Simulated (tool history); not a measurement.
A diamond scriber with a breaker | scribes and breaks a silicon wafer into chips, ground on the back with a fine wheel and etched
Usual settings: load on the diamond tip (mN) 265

run,hour,load on the diamond tip (mN),wafers since the last listed run,hours since the diamond tip was replaced,hours since the load on the tip was calibrated,"incoming depth of the damage left on the back of the incoming wafer, um",depth of the median crack under the scribed line (um),chips rejected at inspection after the break (%)
1,0,292,0,129.5,395.9,0.44,10.97,0.73
2,88.1,265,590,217.6,484,0.54,9.69,1.59
3,131.2,265,288,260.7,527.1,0.79,9.6,1.98
# hour 200.4: load on the tip recalibrated
4,204.4,265,476,333.9,4,0.66,9.67,2.7
5,305.3,265,675,434.8,104.9,0.45,9.51,4.05
# hour 443.5: diamond tip replaced by a new one
6,509.7,209,1355,66.2,309.3,0.32,8.78,9.26
7,555.7,209,308,112.2,355.3,0.33,8.58,10
8,641.5,265,574,198,441.1,0.79,9.78,2.12
9,695,265,358,251.5,494.6,0.44,9.78,2.61
10,749.3,265,363,305.8,548.9,0.62,9.59,2.92
11,795.9,289,312,352.4,595.5,0.52,10,1.58
12,859.1,265,423,415.6,658.7,0.58,9.28,4.74
# hour 899.5: load on the tip recalibrated
13,927.6,265,445,484.1,28.1,0.33,9.33,6.66
14,1025.7,265,657,582.2,126.2,0.48,8.57,7.14
# hour 1076.4: diamond tip replaced by a new one
15,1094.1,265,444,17.7,194.6,0.68,10.59,0.77
16,1198.7,265,700,122.3,299.2,0.77,10.4,0.89
17,1265.9,225,450,189.5,366.4,0.65,9.02,6.06
18,1357.6,225,614,281.2,458.1,0.65,8.87,7.74
19,1449.4,225,614,373,549.9,0.44,8.4,9.94
20,1489.8,265,270,413.4,590.3,0.35,9.57,2.87
# hour 1516.2: load on the tip recalibrated
21,1577.7,217,575,501.3,61.5,0.42,8.4,15.09
22,1620.1,212,284,543.7,103.9,0.5,7.82,16.56
23,1723.5,265,692,647.1,207.3,0.76,8.86,6.75
24,1773.3,265,333,696.9,257.1,0.31,8.78,9.01
# hour 1807.7: diamond tip replaced by a new one
25,1871.4,326,643,63.7,355.2,0.79,12.24,3.3
26,1959.1,242,587,151.4,442.9,0.35,9.37,3.48
27,2047.6,324,592,239.9,531.4,0.35,11.22,1.62
28,2114.9,336,450,307.2,598.7,0.71,11.36,1.76
29,2183.6,336,460,375.9,667.4,0.49,11.18,1.39
# hour 2262.8: load on the tip recalibrated
30,2290.2,316,700,482.5,27.4,0.68,10.51,0.83
31,2375.1,328,568,567.4,112.3,0.63,10.5,0.84
32,2450.5,308,505,642.8,187.7,0.75,9.72,2.09
# hour 2480.2: diamond tip replaced by a new one
33,2751.1,265,2000,270.9,488.3,0.78,9.81,2.4
34,2798.2,239,315,318,535.4,0.45,9.06,6.23
35,2874.9,232,513,394.7,612.1,0.74,8.76,9.72
36,2969.7,323,635,489.5,706.9,0.42,10.31,0.7
# hour 2984.9: load on the tip recalibrated
37,3033.4,201,413,553.2,48.5,0.56,7.35,23.9
38,3122.9,265,599,642.7,138,0.77,8.86,8.53
39,3162,210,261,681.8,177.1,0.56,7.47,28.68
40,3227.3,341,437,747.1,242.4,0.55,10.2,1.44

5 ways to go on from here, each from the tool as it stands after run 40. What would each give?
A,3227.8,265,3,747.6,242.9,0.43,?,?
B,3227.8,189,3,747.6,242.9,0.43,?,?
C,3227.8,223,3,747.6,242.9,0.43,?,?
D,3227.8,296,3,747.6,242.9,0.43,?,?
E,3227.8,309,3,747.6,242.9,0.43,?,?

run,depth of the median crack under the scribed line (um),chips rejected at inspection after the break (%)
A,8.36,10.41
B,6.6,34.62
C,7.41,21.71
D,9.03,5.13
E,9.3,3.59
Without the tool's hidden state the same runs would have given:
run,depth of the median crack under the scribed line (um),chips rejected at inspection after the break (%)
A,10.52,0.68
B,8.3,10.99
C,9.33,3.46
D,11.36,1.82
E,11.7,2.86
